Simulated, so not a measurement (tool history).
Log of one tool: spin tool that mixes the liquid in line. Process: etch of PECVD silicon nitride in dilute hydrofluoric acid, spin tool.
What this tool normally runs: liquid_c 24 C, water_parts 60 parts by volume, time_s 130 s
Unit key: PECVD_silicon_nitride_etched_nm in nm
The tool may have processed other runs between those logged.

run,hour,liquid_c,water_parts,time_s,wafers since the last listed run,hours since the thermometer was replaced,hours since the hydrofluoric acid flow meter was replaced,hours since the gauge calibration,"read-back film thickness of the PECVD silicon nitride reference wafer, read on the same gauge (nm)",PECVD_silicon_nitride_etched_nm
1,0,24,60,130,0,911.9,904.2,1705.7,110,13.56
2,57.7,24,60,130,393,969.6,961.9,1763.4,109.99,13.6
3,95.4,24,60,130,257,1007.3,999.6,1801.1,110.01,13.59
4,160.1,24,60,130,441,1072,1064.3,1865.8,110,13.67
5,225.4,27,60,130,445,1137.3,1129.6,1931.1,110.02,16.47
# hour 255.6: gauge calibrated
6,261.6,27,60,130,247,1173.5,1165.8,6,110.01,16.49
7,285.6,27,60,130,163,1197.5,1189.8,30,110,16.53
8,342.6,21,60,130,389,1254.5,1246.8,87,110.02,11.06
9,420.6,24,60,130,532,1332.5,1324.8,165,110.01,13.74
10,483.1,24,60,130,426,1395,1387.3,227.5,109.99,13.53
11,522.4,26,40,130,268,1434.3,1426.6,266.8,110,23.2
12,550.2,20.5,85,175,189,1462.1,1454.4,294.6,109.99,10.43
# hour 610.6: hydrofluoric acid flow meter replaced
13,620.9,24,60,130,475,1532.8,10.3,365.3,110.01,12.93
14,675.9,24,35,130,375,1587.8,65.3,420.3,109.99,22.08
15,723.7,26,45,50,326,1635.6,113.1,468.1,109.99,7.56
16,769.9,24,60,130,315,1681.8,159.3,514.3,109.98,13.2
17,825.5,25.5,60,50,379,1737.4,214.9,569.9,110.01,5.56
18,854.5,24,60,130,197,1766.4,243.9,598.9,110.02,13.02
19,878.6,24,90,200,164,1790.5,268,623,109.98,13.61
# hour 899.7: thermometer replaced
20,948,24,85,130,466,48.3,337.4,692.4,110.01,9.28
21,994.5,25.5,60,130,317,94.8,383.9,738.9,110,14.42
22,1036.6,24,60,130,287,136.9,426,781,109.98,13.04
23,1086.4,25.5,80,70,339,186.7,475.8,830.8,110,5.88
24,1130.3,24,60,130,299,230.6,519.7,874.7,109.98,13.22
25,1199.9,24,60,130,475,300.2,589.3,944.3,110,13.08
26,1225.7,24,85,130,176,326,615.1,970.1,110.02,9.32
27,1333.2,24,70,130,733,433.5,722.6,1077.6,110,11.43
28,1393.1,24,30,60,408,493.4,782.5,1137.5,110,12.18
29,1427.2,26.5,60,170,232,527.5,816.6,1171.6,110.02,20.49
30,1481.1,19.5,60,130,367,581.4,870.5,1225.5,109.98,9.83
31,1547.9,24,60,105,455,648.2,937.3,1292.3,110,10.71
32,1589.1,24,80,65,281,689.4,978.5,1333.5,110.02,5.04

Pick out some run-to-run changes in PECVD_silicon_nitride_etched_nm. Of each, how much would a tool without hidden state show as well, from the settings, what came in and chance, and how much is left for the hidden state and any gauge scatter not in both results compared?
Hidden state present: liquid colder than its thermometer reads (K); hydrofluoric acid flow above the setpoint (%); gauge reads high (%).
Run 10 -> 11: liquid_c 24 -> 26, water_parts 60 -> 40. PECVD_silicon_nitride_etched_nm +9.67 nm: hidden state +0.49, all else +9.18.
Run 11 -> 12: liquid_c 26 -> 20.5, water_parts 40 -> 85, time_s 130 -> 175. PECVD_silicon_nitride_etched_nm -12.77 nm: hidden state -0.63, all else -12.14.
Run 12 -> 13: liquid_c 20.5 -> 24, water_parts 85 -> 60, time_s 175 -> 130, hydrofluoric acid flow meter replaced. PECVD_silicon_nitride_etched_nm +2.5 nm: hidden state -0.52, all else +3.02.
Run 14 -> 15: liquid_c 24 -> 26, water_parts 35 -> 45, time_s 130 -> 50. PECVD_silicon_nitride_etched_nm -14.52 nm: hidden state -0.03, all else -14.49.
Run 29 -> 30: liquid_c 26.5 -> 19.5, time_s 170 -> 130. PECVD_silicon_nitride_etched_nm -10.66 nm: hidden state -0.25, all else -10.41.
